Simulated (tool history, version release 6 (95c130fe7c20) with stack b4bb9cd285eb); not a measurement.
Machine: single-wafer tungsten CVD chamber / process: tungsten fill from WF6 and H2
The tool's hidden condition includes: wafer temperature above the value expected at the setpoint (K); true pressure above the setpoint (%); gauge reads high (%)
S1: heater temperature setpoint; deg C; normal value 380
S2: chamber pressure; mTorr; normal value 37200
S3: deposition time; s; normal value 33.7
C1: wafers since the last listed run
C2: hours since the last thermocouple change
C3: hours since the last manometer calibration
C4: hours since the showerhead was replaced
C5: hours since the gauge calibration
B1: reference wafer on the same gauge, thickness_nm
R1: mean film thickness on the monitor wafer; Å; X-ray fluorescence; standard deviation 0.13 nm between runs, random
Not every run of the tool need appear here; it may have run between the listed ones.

| run | hour | S1 | S2 | S3 | C1 | C2 | C3 | C4 | C5 | B1 | R1 |
|---|---|---|---|---|---|---|---|---|---|---|---|
| 1 | 0.0 | 380 | 29900 | 38.4 | 0 | 2020.2 | 2127.1 | 2615.5 | 511.7 | 59.188 | 675.01 |
| 2 | 22.6 | 380 | 37200 | 33.7 | 381 | 2042.8 | 2149.7 | 2638.1 | 534.3 | 59.246 | 671.33 |
| 3 | 42.7 | 380 | 37200 | 33.7 | 339 | 2062.9 | 2169.8 | 2658.2 | 554.4 | 59.257 | 669.65 |
| 4 | 78.6 | 384 | 37200 | 33.7 | 605 | 2098.8 | 2205.7 | 2694.1 | 590.3 | 59.212 | 731.69 |
| 5 | 123.1 | 380 | 32200 | 33.7 | 750 | 2143.3 | 2250.2 | 2738.6 | 634.8 | 59.223 | 621.54 |
| 6 | 158.6 | 380 | 32200 | 33.7 | 599 | 2178.8 | 2285.7 | 2774.1 | 670.3 | 59.255 | 620.51 |
| 7 | 172.9 | 380 | 37200 | 33.7 | 241 | 2193.1 | 2300.0 | 2788.4 | 684.6 | 59.260 | 670.29 |
| 8 | 197.8 | 380 | 37200 | 33.7 | 420 | 2218.0 | 2324.9 | 2813.3 | 709.5 | 59.299 | 670.41 |
| 9 | 225.0 | 380 | 37200 | 33.7 | 459 | 2245.2 | 2352.1 | 2840.5 | 736.7 | 59.337 | 670.18 |
| 10 | 259.1 | 380 | 37200 | 33.7 | 575 | 2279.3 | 2386.2 | 2874.6 | 770.8 | 59.313 | 670.48 |
| 11 | 287.7 | 380 | 37200 | 33.7 | 482 | 2307.9 | 2414.8 | 2903.2 | 799.4 | 59.331 | 670.89 |
| 12 | 300.9 | 369 | 37200 | 33.7 | 222 | 2321.1 | 2428.0 | 2916.4 | 812.6 | 59.337 | 516.50 |
| 13 | 335.9 | 380 | 37200 | 33.7 | 590 | 2356.1 | 2463.0 | 2951.4 | 847.6 | 59.334 | 670.84 |
|  | 348.3 | showerhead replaced |
| 14 | 356.0 | 380 | 30900 | 33.7 | 204 | 2376.2 | 2483.1 | 7.7 | 867.7 | 59.389 | 605.03 |
|  | 365.0 | thermocouple changed; heater temperature recalibrated |
| 15 | 392.3 | 371 | 43500 | 38.0 | 477 | 27.3 | 2519.4 | 44.0 | 904.0 | 59.384 | 664.70 |
| 16 | 405.5 | 371 | 30100 | 28.9 | 222 | 40.5 | 2532.6 | 57.2 | 917.2 | 59.391 | 414.39 |
|  | 423.4 | capacitance manometer re-zeroed and calibrated |
| 17 | 423.9 | 384 | 28100 | 33.7 | 175 | 58.9 | 0.5 | 75.6 | 935.6 | 59.364 | 629.78 |
| 18 | 467.4 | 380 | 37200 | 27.0 | 734 | 102.4 | 44.0 | 119.1 | 979.1 | 59.398 | 536.66 |
| 19 | 514.0 | 380 | 37200 | 33.7 | 786 | 149.0 | 90.6 | 165.7 | 1025.7 | 59.422 | 671.52 |
|  | 537.9 | gauge calibrated |
| 20 | 539.7 | 366 | 39700 | 29.8 | 433 | 174.7 | 116.3 | 191.4 | 1.8 | 58.895 | 435.22 |
| 21 | 571.6 | 384 | 28100 | 33.7 | 538 | 206.6 | 148.2 | 223.3 | 33.7 | 58.864 | 623.09 |
| 22 | 588.2 | 380 | 45200 | 33.7 | 280 | 223.2 | 164.8 | 239.9 | 50.3 | 58.878 | 737.18 |
| 23 | 610.7 | 380 | 37200 | 33.7 | 379 | 245.7 | 187.3 | 262.4 | 72.8 | 58.902 | 664.76 |
| 24 | 635.7 | 371 | 37200 | 36.9 | 421 | 270.7 | 212.3 | 287.4 | 97.8 | 58.883 | 592.17 |
| 25 | 670.2 | 380 | 37200 | 33.7 | 582 | 305.2 | 246.8 | 321.9 | 132.3 | 58.883 | 664.35 |
| 26 | 696.5 | 376 | 33100 | 29.9 | 443 | 331.5 | 273.1 | 348.2 | 158.6 | 58.926 | 506.73 |
| 27 | 711.5 | 380 | 37200 | 29.3 | 253 | 346.5 | 288.1 | 363.2 | 173.6 | 58.961 | 582.07 |
| 28 | 735.5 | 380 | 37200 | 28.5 | 405 | 370.5 | 312.1 | 387.2 | 197.6 | 58.961 | 565.89 |
| 29 | 760.5 | 369 | 45600 | 30.3 | 421 | 395.5 | 337.1 | 412.2 | 222.6 | 58.968 | 514.14 |
| 30 | 787.1 | 380 | 29100 | 33.7 | 448 | 422.1 | 363.7 | 438.8 | 249.2 | 58.978 | 582.28 |
| 31 | 802.0 | 390 | 45200 | 36.0 | 251 | 437.0 | 378.6 | 453.7 | 264.1 | 58.973 | 989.41 |
| 32 | 826.9 | 380 | 37200 | 33.7 | 420 | 461.9 | 403.5 | 478.6 | 289.0 | 59.014 | 666.72 |
| 33 | 848.9 | 380 | 42400 | 31.4 | 371 | 483.9 | 425.5 | 500.6 | 311.0 | 59.013 | 665.16 |

Table of differences, measured result less the result of that run with no hidden state. Run-to-run variation is the same in both. Gauge scatter possibly is not:
| run | R1 |
|---|---|
| 1 | +3.28 |
| 2 | +3.38 |
| 3 | +3.49 |
| 4 | +4.01 |
| 5 | +3.62 |
| 6 | +3.79 |
| 7 | +4.18 |
| 8 | +4.31 |
| 9 | +4.45 |
| 10 | +4.63 |
| 11 | +4.77 |
| 12 | +3.73 |
| 13 | +5.03 |
| 14 | +4.63 |
| 15 | +5.27 |
| 16 | +3.33 |
| 17 | +5.15 |
| 18 | +4.58 |
| 19 | +5.97 |
| 20 | -0.21 |
| 21 | -0.15 |
| 22 | -0.07 |
| 23 | +0.05 |
| 24 | +0.16 |
| 25 | +0.37 |
| 26 | +0.38 |
| 27 | +0.51 |
| 28 | +0.60 |
| 29 | +0.65 |
| 30 | +0.86 |
| 31 | +1.57 |
| 32 | +1.19 |
| 33 | +1.31 |
